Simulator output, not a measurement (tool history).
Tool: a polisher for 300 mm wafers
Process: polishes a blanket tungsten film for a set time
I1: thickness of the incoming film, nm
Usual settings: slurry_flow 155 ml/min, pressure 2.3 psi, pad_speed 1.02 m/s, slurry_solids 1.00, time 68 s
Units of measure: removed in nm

Run 1, day 0.000: usual settings but slurry_flow 130 ml/min, slurry_solids 1.15; I1 1179.0. Result: removed 179.9 nm.
Run 2, day 0.392: usual settings; I1 1178.8. Result: removed 180.5 nm.
Run 3, day 0.671: usual settings but time 79 s; I1 1178.4. Result: removed 208.0 nm.
At day 1.058: slurry nozzle cleaned.
Run 4, day 1.079: usual settings but time 79 s; I1 1174.2. Result: removed 205.7 nm.
Run 5, day 1.596: usual settings but pressure 1.9 psi, time 49 s; I1 1196.3. Result: removed 111.6 nm.
Run 6, day 2.188: usual settings but pressure 1.7 psi; I1 1169.0. Result: removed 142.9 nm.
Run 7, day 2.900: usual settings but slurry_flow 175 ml/min; I1 1161.2. Result: removed 179.6 nm.
At day 3.396: slurry blender recalibrated.
At day 3.462: slurry tank refilled with fresh slurry and peroxide.
Run 8, day 3.492: usual settings but slurry_flow 120 ml/min, pressure 1.6 psi, slurry_solids 1.30; I1 1164.6. Result: removed 147.5 nm.
Run 9, day 3.825: usual settings but pressure 2.7 psi, time 55 s; I1 1170.0. Result: removed 169.6 nm.
At day 4.262: worn pad replaced by a new one.
Run 10, day 4.521: usual settings but pad_speed 0.80 m/s; I1 1179.3. Result: removed 152.1 nm.
Run 11, day 4.975: usual settings; I1 1175.0. Result: removed 176.8 nm.
Run 12, day 5.367: usual settings; I1 1189.2. Result: removed 176.2 nm.
Run 13, day 5.967: usual settings but pad_speed 1.12 m/s, slurry_solids 1.20, time 55 s; I1 1181.2. Result: removed 160.2 nm.
Run 14, day 6.592: usual settings but pad_speed 1.22 m/s; I1 1185.3. Result: removed 201.3 nm.
Run 15, day 7.308: usual settings but slurry_flow 195 ml/min, pressure 2.5 psi, pad_speed 0.68 m/s, time 92 s; I1 1186.4. Result: removed 190.5 nm.

Forecast run 16:
At day 7.646: slurry tank refilled with fresh slurry and peroxide.
Run 16, day 7.842: usual settings but pressure 1.7 psi, slurry_solids 0.75, time 60 s; I1 1184.3. Result: removed ?.

{"run 16": {"removed": 126.3}}
With the hidden condition absent and the run-to-run variation left alone, this run would have shown removed 128.4 nm.
